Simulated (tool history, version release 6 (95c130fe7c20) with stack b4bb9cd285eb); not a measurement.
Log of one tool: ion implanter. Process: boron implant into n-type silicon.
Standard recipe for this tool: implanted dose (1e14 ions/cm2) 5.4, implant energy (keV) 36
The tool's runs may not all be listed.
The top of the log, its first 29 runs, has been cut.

run    hour  implanted dose (1e14 ions/cm2)  implant energy (keV)  wafers since the last listed run  hours since the last dose calibration  hours since the extraction supply was calibrated  hours since the gauge calibration  read-back reference wafer on the same gauge, sheet resistance  sheet resistance of the implanted and annealed layer (ohm/square)
 30  1671.8                            6.67                    36                               762                                  235.1                                             707.9                              713.6                                                          216.8                                                             185.58
 31  1715.4                             5.4                    36                               980                                  278.7                                             751.5                              757.2                                                         216.95                                                             217.97
 32  1767.3                            6.24                    45                              1167                                  330.6                                             803.4                              809.1                                                         216.92                                                             193.92
 33  1798.4                            4.08                    46                               699                                  361.7                                             834.5                              840.2                                                         217.16                                                             264.49
 34  1858.5                             5.4                  31.5                              1351                                  421.8                                             894.6                              900.3                                                         216.78                                                             218.29
 35  1888.3                            6.28                    44                               670                                  451.6                                             924.4                              930.1                                                         217.14                                                             190.37
 36  1913.1                             5.4                    36                               557                                  476.4                                             949.2                              954.9                                                         216.68                                                             215.73
 37  1984.3                            4.29                    36                              1601                                  547.6                                            1020.4                             1026.1                                                            217                                                              256.5

What if the next run were any one of these 4? Each begins from the tool's condition after run 37:
  A  1984.7                             5.4                    43                                 8                                    548                                            1020.8                             1026.5                                                              ?                                                                  ?
  B  1984.7                            6.13                    26                                 8                                    548                                            1020.8                             1026.5                                                              ?                                                                  ?
  C  1984.7                            6.42                    47                                 8                                    548                                            1020.8                             1026.5                                                              ?                                                                  ?
  D  1984.7                            5.99                    40                                 8                                    548                                            1020.8                             1026.5                                                              ?                                                                  ?

run  read-back reference wafer on the same gauge, sheet resistance  sheet resistance of the implanted and annealed layer (ohm/square)
  A                                                         216.87                                                             214.12
  B                                                         216.87                                                             198.26
  C                                                         216.87                                                             186.31
  D                                                         216.87                                                              197.9
With no hidden state in the tool, these same runs would have given:
run  sheet resistance of the implanted and annealed layer (ohm/square)
  A                                                             220.52
  B                                                             204.48
  C                                                             191.98
  D                                                             203.96
